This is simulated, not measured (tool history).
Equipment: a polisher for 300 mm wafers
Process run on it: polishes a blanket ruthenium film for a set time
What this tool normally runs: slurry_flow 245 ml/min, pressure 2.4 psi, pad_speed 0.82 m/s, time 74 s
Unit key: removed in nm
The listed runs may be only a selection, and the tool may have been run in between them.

run,hour,slurry_flow,pressure,pad_speed,time,"incoming thickness of the incoming film, nm",removed
1,0,245,2.4,0.82,74,595.4,60.5
# hour 11.9: worn pad replaced by a new one
2,13.1,245,2.4,0.82,74,592.7,58.9
3,37,245,3,0.68,74,587.3,61.4
4,57.5,245,2.4,0.94,82,592,73.2
# hour 91.1: head pressure recalibrated
5,92.3,245,2.4,0.94,82,589.4,81.7
# hour 100.9: slurry nozzle cleaned
6,123.8,245,2.4,0.94,82,592.9,87.4
7,142.5,245,2.4,0.82,74,590.6,68.2
8,158.2,245,2.4,0.82,74,588.6,67.5
9,181.8,245,2.4,0.82,74,589.6,67.9
10,210.6,245,2.4,0.82,74,587,65.7
# hour 229.1: worn pad replaced by a new one
11,237.8,245,2.4,0.82,74,592.8,65.8
12,258.3,245,2.4,0.82,74,580.7,63.5
13,283.1,245,2.4,0.82,74,585.3,65
14,298.7,275,2.1,1.08,74,590.8,75.8
15,329,245,2.4,0.66,90,587.7,62.9
16,356.7,245,1.9,0.58,60,603,28.4
17,386,245,2.4,0.82,49,589.8,40.9
18,421.5,245,2.4,0.82,74,586.2,61.2
# hour 434.6: worn pad replaced by a new one
19,435.3,245,2.4,0.82,74,595.2,60.9
20,455.7,245,2.4,0.82,74,583.3,59.2
21,470.4,245,2.4,0.58,74,588.7,42.1
22,496.2,245,2.9,0.74,74,581.5,65.5
23,530.4,245,2.4,0.82,74,583.1,58.2
24,542.9,245,2.7,1.04,83,587.4,93
25,567.2,310,2.4,0.62,84,590.5,52
26,597.3,300,2.8,0.82,74,591.3,67.8
# hour 604.5: slurry nozzle cleaned
27,631.5,245,2.7,1.04,83,579.4,98
# hour 634.7: head pressure recalibrated
# hour 653.4: worn pad replaced by a new one
28,659,245,2.4,0.82,74,592.8,67.2
29,688.1,290,2.4,0.82,64,587.4,57
30,713.2,180,2,0.82,64,590.6,44.4
31,739.5,245,2.4,0.82,74,589.3,64.9
32,752.8,245,1.8,0.54,74,587.4,31.1
33,786.1,170,1.8,0.72,90,595.1,47.7
34,807.8,295,2,1.08,55,593.6,53.3
35,841,245,2.4,0.94,81,584.9,78.6
36,860.6,245,3,0.82,74,578.9,76.2
37,895.9,245,2.4,0.82,74,592.1,61.4

Below are 4 alternative next runs, each starting from the tool's condition after run 37. Predict each:
A,896.4,245,2.4,0.82,74,581.2,?
B,896.4,245,1.6,0.92,74,581.2,?
C,896.4,245,2.7,0.98,74,581.2,?
D,896.4,310,2.6,0.58,49,581.2,?

run,removed
A,61.7
B,46.1
C,82.9
D,32.4
Had the tool no hidden state, the same runs would have come out as:
run,removed
A,68.4
B,51.2
C,92
D,35.6

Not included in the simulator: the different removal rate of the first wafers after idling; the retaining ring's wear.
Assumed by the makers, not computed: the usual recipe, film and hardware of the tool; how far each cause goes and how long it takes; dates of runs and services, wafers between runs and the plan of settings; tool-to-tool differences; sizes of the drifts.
